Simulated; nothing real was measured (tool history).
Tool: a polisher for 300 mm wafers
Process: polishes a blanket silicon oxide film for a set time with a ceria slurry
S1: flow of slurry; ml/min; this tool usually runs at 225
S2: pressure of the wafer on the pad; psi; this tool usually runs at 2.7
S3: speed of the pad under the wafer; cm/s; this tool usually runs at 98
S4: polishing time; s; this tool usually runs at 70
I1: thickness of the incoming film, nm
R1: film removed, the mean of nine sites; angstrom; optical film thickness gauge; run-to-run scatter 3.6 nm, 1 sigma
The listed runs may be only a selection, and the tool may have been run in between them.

| run | hour | S1 | S2 | S3 | S4 | I1 | R1 |
|---|---|---|---|---|---|---|---|
| 1 | 0 | 225 | 2.7 | 98 | 70 | 1826.2 | 2754 |
| 2 | 10.5 | 225 | 2.7 | 98 | 70 | 1837.6 | 2750 |
| 3 | 25.2 | 225 | 2.7 | 98 | 70 | 1817.9 | 2635 |
| 4 | 34.8 | 225 | 2.7 | 98 | 70 | 1790.2 | 2669 |
| 5 | 52 | 225 | 2.7 | 108 | 70 | 1862.3 | 2876 |
| 6 | 65.2 | 225 | 2.7 | 108 | 70 | 1864.3 | 2830 |
| 7 | 81 | 225 | 2.7 | 108 | 70 | 1862.9 | 3089 |
| 8 | 91.7 | 205 | 2.7 | 98 | 70 | 1854.6 | 2683 |
| 9 | 104.2 | 250 | 2.7 | 98 | 70 | 1840.3 | 2790 |
| 10 | 113.2 | 195 | 3.6 | 122 | 91 | 1843 | 5699 |
| 11 | 128.5 | 225 | 2.2 | 126 | 57 | 1822.6 | 2320 |
| 12 | 144.2 | 155 | 2.7 | 108 | 70 | 1852.9 | 2864 |
| 13 | 159 | 155 | 2.7 | 122 | 54 | 1854.5 | 2482 |
| 14 | 176.9 | 225 | 2.7 | 98 | 70 | 1844.2 | 2643 |
| 15 | 191.1 | 160 | 2.1 | 98 | 82 | 1844.8 | 2342 |
| 16 | 203.5 | 160 | 2.1 | 98 | 82 | 1807.5 | 2537 |

The log once held 4 entries between its listed runs, left out of this copy. Where does each go, and what is different about the tool's unlogged condition between the listed run before it and the listed run after it?
Logged between run 6 and run 7: worn pad replaced by a new one (hour 72.6)
  removal rate lost through wear of the pad, %: 8.32 -> 0.893
  what was measured, less what the result would be without the hidden state, R1: -257 -> -28 angstrom
Logged between run 8 and run 9: head pressure recalibrated (hour 103.7)
  removal rate lost through wear of the pad, %: 1.54 -> 2.3
  what was measured, less what the result would be without the hidden state, R1: -42 -> -66 angstrom
Logged between run 11 and run 12: slurry nozzle cleaned (hour 134.5)
  removal rate lost through wear of the pad, %: 3.78 -> 4.73
  what was measured, less what the result would be without the hidden state, R1: -91 -> -142 angstrom
Logged between run 15 and run 16: worn pad replaced by a new one (hour 203)
  removal rate lost through wear of the pad, %: 7.58 -> 0.675
  what was measured, less what the result would be without the hidden state, R1: -193 -> -17 angstrom

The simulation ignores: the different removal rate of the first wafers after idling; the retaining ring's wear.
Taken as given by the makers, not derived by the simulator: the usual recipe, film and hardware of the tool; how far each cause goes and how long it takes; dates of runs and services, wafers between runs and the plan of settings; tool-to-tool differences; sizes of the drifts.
